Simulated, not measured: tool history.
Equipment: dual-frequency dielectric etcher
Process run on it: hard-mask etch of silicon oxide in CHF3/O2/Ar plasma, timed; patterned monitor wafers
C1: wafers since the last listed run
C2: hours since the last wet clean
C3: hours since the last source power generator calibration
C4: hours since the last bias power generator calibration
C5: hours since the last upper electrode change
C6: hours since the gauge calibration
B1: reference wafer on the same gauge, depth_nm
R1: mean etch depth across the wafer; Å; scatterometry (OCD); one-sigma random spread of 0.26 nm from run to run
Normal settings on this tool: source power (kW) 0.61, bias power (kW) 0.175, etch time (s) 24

run 1 hour=0 | source_power_(kW)=0.61 bias_power_(kW)=0.175 etch_time_(s)=24 | C1=0 C2=296 C3=1749.5 C4=3654.3 C5=3340.1 C6=436.3 | B1=36.48 | R1=450.9
run 2 hour=13.4 | source_power_(kW)=0.61 bias_power_(kW)=0.175 etch_time_(s)=24 | C1=115 C2=309.4 C3=1762.9 C4=3667.7 C5=3353.5 C6=449.7 | B1=36.52 | R1=451.5
run 3 hour=44.2 | source_power_(kW)=0.61 bias_power_(kW)=0.175 etch_time_(s)=29 | C1=265 C2=340.2 C3=1793.7 C4=3698.5 C5=3384.3 C6=480.5 | B1=36.53 | R1=544
-- hour=85.6 wet clean of the chamber
run 4 hour=86.1 | source_power_(kW)=0.55 bias_power_(kW)=0.175 etch_time_(s)=24 | C1=154 C2=0.5 C3=1835.6 C4=3740.4 C5=3426.2 C6=522.4 | B1=36.52 | R1=420.8
run 5 hour=86.4 | source_power_(kW)=0.55 bias_power_(kW)=0.175 etch_time_(s)=24 | C1=2 C2=0.8 C3=1835.9 C4=3740.7 C5=3426.5 C6=522.7 | B1=36.49 | R1=423.3
run 6 hour=110.2 | source_power_(kW)=0.55 bias_power_(kW)=0.175 etch_time_(s)=24 | C1=205 C2=24.6 C3=1859.7 C4=3764.5 C5=3450.3 C6=546.5 | B1=36.48 | R1=422.9
run 7 hour=125.4 | source_power_(kW)=0.61 bias_power_(kW)=0.175 etch_time_(s)=24 | C1=131 C2=39.8 C3=1874.9 C4=3779.7 C5=3465.5 C6=561.7 | B1=36.51 | R1=435.3
run 8 hour=141.9 | source_power_(kW)=0.69 bias_power_(kW)=0.175 etch_time_(s)=21.5 | C1=142 C2=56.3 C3=1891.4 C4=3796.2 C5=3482 C6=578.2 | B1=36.51 | R1=412
run 9 hour=159.5 | source_power_(kW)=0.69 bias_power_(kW)=0.175 etch_time_(s)=21.5 | C1=151 C2=73.9 C3=1909 C4=3813.8 C5=3499.6 C6=595.8 | B1=36.5 | R1=415.3
run 10 hour=263.6 | source_power_(kW)=0.61 bias_power_(kW)=0.175 etch_time_(s)=27 | C1=897 C2=178 C3=2013.1 C4=3917.9 C5=3603.7 C6=699.9 | B1=36.52 | R1=496.6
-- hour=269.2 gauge calibrated
-- hour=293.3 upper electrode replaced
run 11 hour=293.8 | source_power_(kW)=0.61 bias_power_(kW)=0.175 etch_time_(s)=27 | C1=53 C2=208.2 C3=2043.3 C4=3948.1 C5=0.5 C6=24.6 | B1=36.49 | R1=496.8
run 12 hour=302.8 | source_power_(kW)=0.61 bias_power_(kW)=0.175 etch_time_(s)=24 | C1=77 C2=217.2 C3=2052.3 C4=3957.1 C5=9.5 C6=33.6 | B1=36.51 | R1=446.5
run 13 hour=325.5 | source_power_(kW)=0.61 bias_power_(kW)=0.175 etch_time_(s)=24 | C1=195 C2=239.9 C3=2075 C4=3979.8 C5=32.2 C6=56.3 | B1=36.55 | R1=439.8
run 14 hour=358.8 | source_power_(kW)=0.61 bias_power_(kW)=0.175 etch_time_(s)=24 | C1=287 C2=273.2 C3=2108.3 C4=4013.1 C5=65.5 C6=89.6 | B1=36.51 | R1=449.7
run 15 hour=393.3 | source_power_(kW)=0.66 bias_power_(kW)=0.219 etch_time_(s)=29 | C1=297 C2=307.7 C3=2142.8 C4=4047.6 C5=100 C6=124.1 | B1=36.5 | R1=588.5
run 16 hour=416.3 | source_power_(kW)=0.49 bias_power_(kW)=0.175 etch_time_(s)=24 | C1=198 C2=330.7 C3=2165.8 C4=4070.6 C5=123 C6=147.1 | B1=36.52 | R1=417.5
-- hour=434.9 bias power generator calibrated
run 17 hour=435.4 | source_power_(kW)=0.73 bias_power_(kW)=0.175 etch_time_(s)=24 | C1=130 C2=349.8 C3=2184.9 C4=0.5 C5=142.1 C6=166.2 | B1=36.46 | R1=479.9
run 18 hour=448.4 | source_power_(kW)=0.52 bias_power_(kW)=0.175 etch_time_(s)=30.5 | C1=112 C2=362.8 C3=2197.9 C4=13.5 C5=155.1 C6=179.2 | B1=36.48 | R1=544.9
-- hour=492.9 wet clean of the chamber
run 19 hour=493.4 | source_power_(kW)=0.61 bias_power_(kW)=0.175 etch_time_(s)=29.5 | C1=181 C2=0.5 C3=2242.9 C4=58.5 C5=200.1 C6=224.2 | B1=36.51 | R1=563.5
run 20 hour=501.7 | source_power_(kW)=0.67 bias_power_(kW)=0.145 etch_time_(s)=20.5 | C1=71 C2=8.8 C3=2251.2 C4=66.8 C5=208.4 C6=232.5 | B1=36.55 | R1=392.2
run 21 hour=562.6 | source_power_(kW)=0.61 bias_power_(kW)=0.175 etch_time_(s)=27 | C1=524 C2=69.7 C3=2312.1 C4=127.7 C5=269.3 C6=293.4 | B1=36.48 | R1=520.3
-- hour=610.7 wet clean of the chamber, repeated, since the last time left the tool worse
-- hour=666.7 source power generator calibrated
run 22 hour=669.9 | source_power_(kW)=0.73 bias_power_(kW)=0.175 etch_time_(s)=24 | C1=683 C2=59.2 C3=3.2 C4=235 C5=376.6 C6=400.7 | B1=36.49 | R1=469.8
run 23 hour=729.3 | source_power_(kW)=0.61 bias_power_(kW)=0.175 etch_time_(s)=20.5 | C1=512 C2=118.6 C3=62.6 C4=294.4 C5=436 C6=460.1 | B1=36.48 | R1=378.5
run 24 hour=749.3 | source_power_(kW)=0.61 bias_power_(kW)=0.194 etch_time_(s)=29.5 | C1=172 C2=138.6 C3=82.6 C4=314.4 C5=456 C6=480.1 | B1=36.5 | R1=557.5
run 25 hour=775.5 | source_power_(kW)=0.61 bias_power_(kW)=0.175 etch_time_(s)=24 | C1=225 C2=164.8 C3=108.8 C4=340.6 C5=482.2 C6=506.3 | B1=36.49 | R1=444.5
run 26 hour=794.7 | source_power_(kW)=0.61 bias_power_(kW)=0.175 etch_time_(s)=18 | C1=165 C2=184 C3=128 C4=359.8 C5=501.4 C6=525.5 | B1=36.48 | R1=329.5
run 27 hour=812 | source_power_(kW)=0.53 bias_power_(kW)=0.175 etch_time_(s)=28.5 | C1=149 C2=201.3 C3=145.3 C4=377.1 C5=518.7 C6=542.8 | B1=36.54 | R1=504.6
run 28 hour=841 | source_power_(kW)=0.61 bias_power_(kW)=0.175 etch_time_(s)=24 | C1=249 C2=230.3 C3=174.3 C4=406.1 C5=547.7 C6=571.8 | B1=36.47 | R1=448.9
run 29 hour=874.6 | source_power_(kW)=0.55 bias_power_(kW)=0.175 etch_time_(s)=24 | C1=289 C2=263.9 C3=207.9 C4=439.7 C5=581.3 C6=605.4 | B1=36.49 | R1=436.2

Had the tool no unlogged condition, and each run kept its random variation, what would the results have been?
What the log doesn't record here: etch rate over this chamber's usual, %; source power that arrives over what is set, %; bias power that arrives over what is set, %; gauge reads high (%).
run=1 R1=438
run=2 R1=438.1
run=3 R1=526.3
run=4 R1=421.4
run=5 R1=423.9
run=6 R1=422.6
run=7 R1=434.3
run=8 R1=410.5
run=9 R1=413.1
run=10 R1=489.2
run=11 R1=488
run=12 R1=438.2
run=13 R1=430.7
run=14 R1=439.1
run=15 R1=572.8
run=16 R1=405.5
run=17 R1=465.3
run=18 R1=527.7
run=19 R1=532.6
run=20 R1=370.4
run=21 R1=488.7
run=22 R1=465.7
run=23 R1=373
run=24 R1=548.5
run=25 R1=436.3
run=26 R1=322.8
run=27 R1=493.6
run=28 R1=437.9
run=29 R1=424.3

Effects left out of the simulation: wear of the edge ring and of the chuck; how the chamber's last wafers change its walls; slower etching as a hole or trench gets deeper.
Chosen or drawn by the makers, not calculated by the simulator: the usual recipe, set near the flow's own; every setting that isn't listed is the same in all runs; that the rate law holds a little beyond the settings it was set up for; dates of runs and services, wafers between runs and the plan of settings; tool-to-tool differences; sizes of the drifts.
